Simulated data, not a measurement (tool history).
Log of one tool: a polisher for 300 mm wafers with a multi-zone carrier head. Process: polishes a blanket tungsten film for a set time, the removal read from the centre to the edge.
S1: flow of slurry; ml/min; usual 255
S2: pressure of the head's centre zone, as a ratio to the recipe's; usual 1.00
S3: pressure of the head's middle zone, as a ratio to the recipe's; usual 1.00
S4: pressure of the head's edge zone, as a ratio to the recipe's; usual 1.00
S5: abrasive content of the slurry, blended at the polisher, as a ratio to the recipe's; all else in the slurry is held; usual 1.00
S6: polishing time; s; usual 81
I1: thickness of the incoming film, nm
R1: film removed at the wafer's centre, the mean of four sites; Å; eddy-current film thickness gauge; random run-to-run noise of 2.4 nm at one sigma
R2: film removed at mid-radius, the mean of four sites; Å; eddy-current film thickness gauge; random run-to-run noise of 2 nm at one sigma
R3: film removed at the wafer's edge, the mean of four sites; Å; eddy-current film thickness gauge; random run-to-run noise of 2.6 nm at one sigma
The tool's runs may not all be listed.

run    hour   S1    S2    S3    S4    S5   S6      I1    R1    R2    R3
  1     0.0  255  1.00  1.00  1.00  1.00   81  1533.5  2804  2901  2848
        9.3  -- slurry nozzle cleaned
  2    60.3  255  1.00  1.00  1.00  1.00   81  1532.9  2815  2860  2833
      131.6  -- worn pad replaced by a new one
  3   156.7  255  1.00  1.00  1.00  1.00   81  1541.1  2806  2870  2823
  4   215.5  255  1.00  1.00  1.00  1.00   81  1523.2  2786  2872  2854
  5   348.8  255  1.00  1.00  1.00  1.00   81  1520.2  2788  2893  2878
      352.8  -- edge zone pressure recalibrated
  6   413.6  255  1.00  1.00  1.00  1.00   81  1506.3  2721  2856  2872
      455.8  -- centre zone pressure recalibrated
      462.6  -- worn pad replaced by a new one
  7   514.2  255  1.00  1.00  1.00  1.00   81  1522.8  2894  2894  2869
  8   607.5  255  1.07  1.00  1.07  1.00   81  1522.9  3126  2877  2973
  9   698.2  255  1.07  1.00  1.07  1.00   81  1531.3  3064  2884  2972
      739.1  -- carrier head's membrane replaced by a new one
      780.6  -- worn pad replaced by a new one
 10   781.1  255  1.00  1.00  1.00  1.00  103  1521.1  3630  3663  3607
      806.2  -- slurry nozzle cleaned
 11   832.7  255  1.00  1.00  0.97  1.15   81  1512.9  2992  3045  2945
 12   879.0  200  1.00  0.92  0.97  1.00  102  1533.1  3408  3289  3441
 13   975.1  255  1.00  1.00  0.97  1.15   81  1513.8  2961  3053  2959
     1008.8  -- edge zone pressure recalibrated
     1049.4  -- worn pad replaced by a new one
 14  1075.3  200  1.00  0.92  0.97  1.00  102  1549.1  3350  3280  3411
 15  1119.1  165  1.00  0.94  1.00  0.80   81  1542.7  2376  2365  2472
 16  1220.8  315  0.92  1.00  1.06  1.00   81  1518.1  2568  2966  2964
     1298.6  -- centre zone pressure recalibrated
 17  1315.1  220  1.11  1.00  1.00  1.00   81  1521.6  3206  2810  2825
     1368.6  -- worn pad replaced by a new one
 18  1407.2  255  1.00  1.00  1.00  1.00   81  1534.9  2880  2876  2862
 19  1446.0  230  1.00  1.00  1.10  0.80   71  1514.2  2315  2262  2342

What if the next run were any one of these 5? Each begins from the tool's condition after run 19:
  A  1446.5  255  1.00  1.04  1.00  1.00   81  1535.2   ?   ?   ?
  B  1446.5  330  1.00  1.00  1.03  1.00   81  1535.2   ?   ?   ?
  C  1446.5  255  1.00  0.90  1.00  1.00  103  1535.2   ?   ?   ?
  D  1446.5  210  1.00  1.00  1.00  0.85   68  1535.2   ?   ?   ?
  E  1446.5  255  1.10  1.00  1.05  1.00   81  1535.2   ?   ?   ?

run    R1    R2    R3
  A  2924  2949  2845
  B  3015  2934  2950
  C  3714  3321  3624
  D  2235  2188  2198
  E  3217  2851  2915
Had the tool no hidden state, the same runs would have come out as:
run    R1    R2    R3
  A  2925  2949  2845
  B  3016  2934  2950
  C  3716  3321  3624
  D  2236  2188  2198
  E  3219  2851  2915

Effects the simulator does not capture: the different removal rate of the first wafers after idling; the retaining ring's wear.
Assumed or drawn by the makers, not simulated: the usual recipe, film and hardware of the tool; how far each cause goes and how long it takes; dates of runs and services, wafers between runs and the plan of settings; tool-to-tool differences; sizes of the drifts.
